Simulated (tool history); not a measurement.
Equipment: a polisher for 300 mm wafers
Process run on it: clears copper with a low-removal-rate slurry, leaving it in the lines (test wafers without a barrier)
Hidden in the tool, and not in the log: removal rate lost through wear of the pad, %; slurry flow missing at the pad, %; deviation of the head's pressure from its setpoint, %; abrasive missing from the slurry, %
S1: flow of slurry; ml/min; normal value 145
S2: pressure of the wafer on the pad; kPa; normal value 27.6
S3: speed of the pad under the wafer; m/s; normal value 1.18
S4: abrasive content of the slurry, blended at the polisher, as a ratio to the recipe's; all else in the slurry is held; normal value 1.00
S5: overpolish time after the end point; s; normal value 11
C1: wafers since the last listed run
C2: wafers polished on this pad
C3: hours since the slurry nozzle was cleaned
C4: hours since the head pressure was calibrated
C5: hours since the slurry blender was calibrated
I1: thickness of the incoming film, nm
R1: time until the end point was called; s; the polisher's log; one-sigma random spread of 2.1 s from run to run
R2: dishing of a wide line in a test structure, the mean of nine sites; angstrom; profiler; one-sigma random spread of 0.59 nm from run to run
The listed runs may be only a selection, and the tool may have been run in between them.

Run 1, day 0.000: usual settings but S2 31.7 kPa, S5 6 s; C1 0; C2 702; C3 144.3; C4 450.3; C5 38.0; I1 426.8. Result: R1 108.7 s, R2 193 angstrom.
Run 2, day 1.342: usual settings; C1 266; C2 969; C3 176.5; C4 482.5; C5 70.2; I1 437.7. Result: R1 125.4 s, R2 285 angstrom.
At day 2.221: worn pad replaced by a new one.
Run 3, day 2.233: usual settings; C1 144; C2 2; C3 197.9; C4 503.9; C5 91.6; I1 431.7. Result: R1 123.7 s, R2 292 angstrom.
Run 4, day 3.379: usual settings; C1 227; C2 230; C3 225.4; C4 531.4; C5 119.1; I1 432.0. Result: R1 122.9 s, R2 292 angstrom.
Run 5, day 4.388: usual settings; C1 200; C2 430; C3 249.6; C4 555.6; C5 143.3; I1 434.4. Result: R1 126.1 s, R2 289 angstrom.
Run 6, day 5.583: usual settings; C1 237; C2 668; C3 278.3; C4 584.3; C5 172.0; I1 433.5. Result: R1 123.2 s, R2 284 angstrom.
At day 8.279: worn pad replaced by a new one.
Run 7, day 9.983: usual settings; C1 841; C2 338; C3 383.9; C4 689.9; C5 277.6; I1 427.6. Result: R1 127.0 s, R2 282 angstrom.
Run 8, day 10.625: usual settings; C1 127; C2 465; C3 399.3; C4 705.3; C5 293.0; I1 435.1. Result: R1 130.0 s, R2 277 angstrom.
Run 9, day 11.671: usual settings; C1 207; C2 673; C3 424.4; C4 730.4; C5 318.1; I1 432.0. Result: R1 127.3 s, R2 275 angstrom.
Run 10, day 12.333: usual settings; C1 131; C2 805; C3 440.3; C4 746.3; C5 334.0; I1 427.8. Result: R1 127.2 s, R2 267 angstrom.
At day 13.579: slurry blender recalibrated.
Run 11, day 13.621: usual settings but S3 1.04 m/s; C1 239; C2 1044; C3 471.2; C4 777.2; C5 1.0; I1 428.4. Result: R1 152.4 s, R2 243 angstrom.
At day 13.996: worn pad replaced by a new one.
Run 12, day 14.196: usual settings but S3 1.04 m/s; C1 81; C2 39; C3 485.0; C4 791.0; C5 14.8; I1 432.2. Result: R1 151.3 s, R2 241 angstrom.
Run 13, day 15.142: usual settings; C1 187; C2 227; C3 507.7; C4 813.7; C5 37.5; I1 427.1. Result: R1 135.4 s, R2 262 angstrom.
At day 15.204: slurry nozzle cleaned.
Run 14, day 15.912: usual settings; C1 144; C2 372; C3 17.0; C4 832.2; C5 56.0; I1 427.1. Result: R1 123.8 s, R2 307 angstrom.
At day 16.333: head pressure recalibrated.
Run 15, day 16.879: usual settings but S4 0.90; C1 175; C2 547; C3 40.2; C4 13.1; C5 79.2; I1 428.5. Result: R1 125.9 s, R2 294 angstrom.
Run 16, day 17.833: usual settings; C1 189; C2 737; C3 63.1; C4 36.0; C5 102.1; I1 437.1. Result: R1 121.1 s, R2 288 angstrom.
Run 17, day 18.550: usual settings but S2 22.1 kPa, S3 1.42 m/s, S5 9 s; C1 142; C2 879; C3 80.3; C4 53.2; C5 119.3; I1 426.2. Result: R1 120.8 s, R2 256 angstrom.
Run 18, day 19.146: usual settings but S4 0.75; C1 118; C2 998; C3 94.6; C4 67.5; C5 133.6; I1 428.4. Result: R1 133.8 s, R2 273 angstrom.
At day 20.708: worn pad replaced by a new one.
Run 19, day 20.729: usual settings but S1 165 ml/min, S3 1.54 m/s, S4 0.80; C1 281; C2 4; C3 132.6; C4 105.5; C5 171.6; I1 435.6. Result: R1 98.5 s, R2 361 angstrom.
Run 20, day 21.338: usual settings; C1 120; C2 125; C3 147.2; C4 120.1; C5 186.2; I1 426.9. Result: R1 120.6 s, R2 287 angstrom.
Run 21, day 22.279: usual settings; C1 187; C2 312; C3 169.8; C4 142.7; C5 208.8; I1 436.8. Result: R1 119.3 s, R2 298 angstrom.
Run 22, day 23.771: usual settings but S3 0.90 m/s, S5 15 s; C1 296; C2 608; C3 205.6; C4 178.5; C5 244.6; I1 429.1. Result: R1 162.2 s, R2 307 angstrom.
Run 23, day 24.438: usual settings but S1 120 ml/min, S4 1.25; C1 132; C2 741; C3 221.6; C4 194.5; C5 260.6; I1 424.7. Result: R1 117.5 s, R2 312 angstrom.
At day 26.767: worn pad replaced by a new one.
Run 24, day 27.033: usual settings but S2 19.3 kPa, S4 0.90; C1 482; C2 53; C3 283.9; C4 256.8; C5 322.9; I1 424.1. Result: R1 166.1 s, R2 225 angstrom.
Run 25, day 28.942: usual settings; C1 379; C2 432; C3 329.7; C4 302.6; C5 368.7; I1 427.9. Result: R1 127.5 s, R2 285 angstrom.
At day 29.825: slurry blender recalibrated.
Run 26, day 29.992: usual settings; C1 192; C2 624; C3 354.9; C4 327.8; C5 4.0; I1 427.2. Result: R1 126.6 s, R2 296 angstrom.
Run 27, day 31.412: usual settings but S1 180 ml/min, S5 5 s; C1 282; C2 906; C3 389.0; C4 361.9; C5 38.1; I1 437.1. Result: R1 119.7 s, R2 150 angstrom.
Run 28, day 32.754: usual settings but S2 34.5 kPa, S3 0.80 m/s, S4 0.85, S5 14 s; C1 266; C2 1173; C3 421.2; C4 394.1; C5 70.3; I1 439.2. Result: R1 170.0 s, R2 279 angstrom.

What if the next run were any one of these 4? Each begins from the tool's condition after run 28:
Run A, day 32.771: usual settings; C1 3; C2 1176; C3 421.6; C4 394.5; C5 70.7; I1 422.5. Result: R1 ?, R2 ?.
Run B, day 32.771: usual settings but S2 19.3 kPa, S3 0.90 m/s; C1 3; C2 1176; C3 421.6; C4 394.5; C5 70.7; I1 422.5. Result: R1 ?, R2 ?.
Run C, day 32.771: usual settings but S2 33.1 kPa, S3 0.98 m/s; C1 3; C2 1176; C3 421.6; C4 394.5; C5 70.7; I1 422.5. Result: R1 ?, R2 ?.
Run D, day 32.771: usual settings but S1 165 ml/min, S5 17 s; C1 3; C2 1176; C3 421.6; C4 394.5; C5 70.7; I1 422.5. Result: R1 ?, R2 ?.

run     R1   R2
  A  122.4  279
  B  209.7  170
  C  127.4  271
  D  118.7  416
Take away the tool's hidden state, keep each run's random variation, and the runs would have read:
run     R1   R2
  A  115.2  295
  B  197.3  180
  C  120.0  286
  D  112.5  435
